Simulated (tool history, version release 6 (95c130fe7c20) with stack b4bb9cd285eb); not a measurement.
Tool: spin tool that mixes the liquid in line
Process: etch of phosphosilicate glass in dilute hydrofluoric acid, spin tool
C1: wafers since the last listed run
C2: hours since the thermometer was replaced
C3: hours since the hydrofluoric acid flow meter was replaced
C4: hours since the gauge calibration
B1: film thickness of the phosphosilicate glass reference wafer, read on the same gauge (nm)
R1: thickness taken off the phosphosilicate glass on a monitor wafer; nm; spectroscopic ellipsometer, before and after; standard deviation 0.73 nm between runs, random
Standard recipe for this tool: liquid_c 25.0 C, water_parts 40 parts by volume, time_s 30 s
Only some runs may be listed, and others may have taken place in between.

run 1 hour=0.0 | liquid_c=25.0 water_parts=40 time_s=30 | C1=0 C2=1390.0 C3=1283.4 C4=1157.3 | B1=149.99 | R1=90.66
run 2 hour=28.3 | liquid_c=25.0 water_parts=40 time_s=30 | C1=539 C2=1418.3 C3=1311.7 C4=1185.6 | B1=150.02 | R1=89.68
run 3 hour=186.1 | liquid_c=25.0 water_parts=40 time_s=30 | C1=3006 C2=1576.1 C3=1469.5 C4=1343.4 | B1=149.99 | R1=87.70
run 4 hour=229.1 | liquid_c=25.0 water_parts=40 time_s=30 | C1=819 C2=1619.1 C3=1512.5 C4=1386.4 | B1=149.96 | R1=88.75
run 5 hour=259.4 | liquid_c=25.0 water_parts=40 time_s=30 | C1=577 C2=1649.4 C3=1542.8 C4=1416.7 | B1=150.04 | R1=87.82
run 6 hour=331.0 | liquid_c=25.0 water_parts=25 time_s=30 | C1=1364 C2=1721.0 C3=1614.4 C4=1488.3 | B1=150.03 | R1=144.30
run 7 hour=372.1 | liquid_c=25.0 water_parts=25 time_s=30 | C1=782 C2=1762.1 C3=1655.5 C4=1529.4 | B1=150.01 | R1=145.33
-- hour=422.1 gauge calibrated
-- hour=437.2 hydrofluoric acid flow meter replaced
run 8 hour=439.0 | liquid_c=25.0 water_parts=25 time_s=30 | C1=1255 C2=1829.0 C3=1.8 C4=16.9 | B1=149.99 | R1=148.58
run 9 hour=491.8 | liquid_c=25.0 water_parts=40 time_s=30 | C1=1005 C2=1881.8 C3=54.6 C4=69.7 | B1=150.00 | R1=91.08
run 10 hour=517.3 | liquid_c=25.0 water_parts=40 time_s=15 | C1=485 C2=1907.3 C3=80.1 C4=95.2 | B1=149.99 | R1=44.77
run 11 hour=550.9 | liquid_c=25.0 water_parts=40 time_s=30 | C1=640 C2=1940.9 C3=113.7 C4=128.8 | B1=149.96 | R1=88.97
run 12 hour=593.4 | liquid_c=25.0 water_parts=40 time_s=30 | C1=809 C2=1983.4 C3=156.2 C4=171.3 | B1=150.02 | R1=91.18
run 13 hour=628.8 | liquid_c=25.0 water_parts=40 time_s=30 | C1=674 C2=2018.8 C3=191.6 C4=206.7 | B1=149.98 | R1=89.87
run 14 hour=661.1 | liquid_c=25.0 water_parts=40 time_s=30 | C1=615 C2=2051.1 C3=223.9 C4=239.0 | B1=149.99 | R1=90.04
-- hour=670.3 thermometer replaced
run 15 hour=692.0 | liquid_c=25.0 water_parts=40 time_s=30 | C1=569 C2=21.7 C3=254.8 C4=269.9 | B1=150.02 | R1=99.24
run 16 hour=717.5 | liquid_c=23.5 water_parts=50 time_s=35 | C1=485 C2=47.2 C3=280.3 C4=295.4 | B1=150.02 | R1=85.37
run 17 hour=757.3 | liquid_c=29.0 water_parts=30 time_s=30 | C1=758 C2=87.0 C3=320.1 C4=335.2 | B1=150.03 | R1=157.08
run 18 hour=817.2 | liquid_c=21.0 water_parts=40 time_s=35 | C1=1141 C2=146.9 C3=380.0 C4=395.1 | B1=149.98 | R1=96.45
run 19 hour=868.8 | liquid_c=25.0 water_parts=30 time_s=15 | C1=983 C2=198.5 C3=431.6 C4=446.7 | B1=149.98 | R1=65.82
run 20 hour=899.8 | liquid_c=27.5 water_parts=30 time_s=20 | C1=590 C2=229.5 C3=462.6 C4=477.7 | B1=149.98 | R1=98.19
run 21 hour=969.4 | liquid_c=20.0 water_parts=25 time_s=45 | C1=1325 C2=299.1 C3=532.2 C4=547.3 | B1=150.02 | R1=191.74
run 22 hour=1000.3 | liquid_c=25.0 water_parts=40 time_s=30 | C1=588 C2=330.0 C3=563.1 C4=578.2 | B1=150.01 | R1=97.56
run 23 hour=1046.9 | liquid_c=25.0 water_parts=40 time_s=45 | C1=887 C2=376.6 C3=609.7 C4=624.8 | B1=150.02 | R1=145.12
run 24 hour=1074.4 | liquid_c=25.0 water_parts=40 time_s=30 | C1=523 C2=404.1 C3=637.2 C4=652.3 | B1=149.99 | R1=96.38
run 25 hour=1117.8 | liquid_c=29.5 water_parts=25 time_s=15 | C1=826 C2=447.5 C3=680.6 C4=695.7 | B1=150.00 | R1=95.33
run 26 hour=1155.1 | liquid_c=22.5 water_parts=40 time_s=50 | C1=710 C2=484.8 C3=717.9 C4=733.0 | B1=149.99 | R1=144.26
run 27 hour=1212.1 | liquid_c=27.0 water_parts=35 time_s=15 | C1=1085 C2=541.8 C3=774.9 C4=790.0 | B1=150.00 | R1=59.72
run 28 hour=1264.7 | liquid_c=29.0 water_parts=25 time_s=35 | C1=1002 C2=594.4 C3=827.5 C4=842.6 | B1=149.99 | R1=212.31
run 29 hour=1334.6 | liquid_c=25.0 water_parts=40 time_s=30 | C1=1331 C2=664.3 C3=897.4 C4=912.5 | B1=149.99 | R1=95.24
run 30 hour=1386.9 | liquid_c=25.0 water_parts=50 time_s=15 | C1=996 C2=716.6 C3=949.7 C4=964.8 | B1=149.98 | R1=37.11

Measured less the same run without the tool's hidden state. The same run-to-run variation is in both; the gauge's scatter may not be:
The hidden state here: liquid colder than its thermometer reads (K); hydrofluoric acid flow below the setpoint (%); gauge reads high (%).
run=1 R1=-10.15
run=2 R1=-10.23
run=3 R1=-11.10
run=4 R1=-11.54
run=5 R1=-11.62
run=6 R1=-20.01
run=7 R1=-20.64
run=8 R1=-15.71
run=9 R1=-9.90
run=10 R1=-4.95
run=11 R1=-10.09
run=12 R1=-10.66
run=13 R1=-10.76
run=14 R1=-10.96
run=15 R1=-1.33
run=16 R1=-1.32
run=17 R1=-2.85
run=18 R1=-2.21
run=19 R1=-1.71
run=20 R1=-2.76
run=21 R1=-6.49
run=22 R1=-3.46
run=23 R1=-5.60
run=24 R1=-3.97
run=25 R1=-4.09
run=26 R1=-6.83
run=27 R1=-3.01
run=28 R1=-11.40
run=29 R1=-5.71
run=30 R1=-2.36

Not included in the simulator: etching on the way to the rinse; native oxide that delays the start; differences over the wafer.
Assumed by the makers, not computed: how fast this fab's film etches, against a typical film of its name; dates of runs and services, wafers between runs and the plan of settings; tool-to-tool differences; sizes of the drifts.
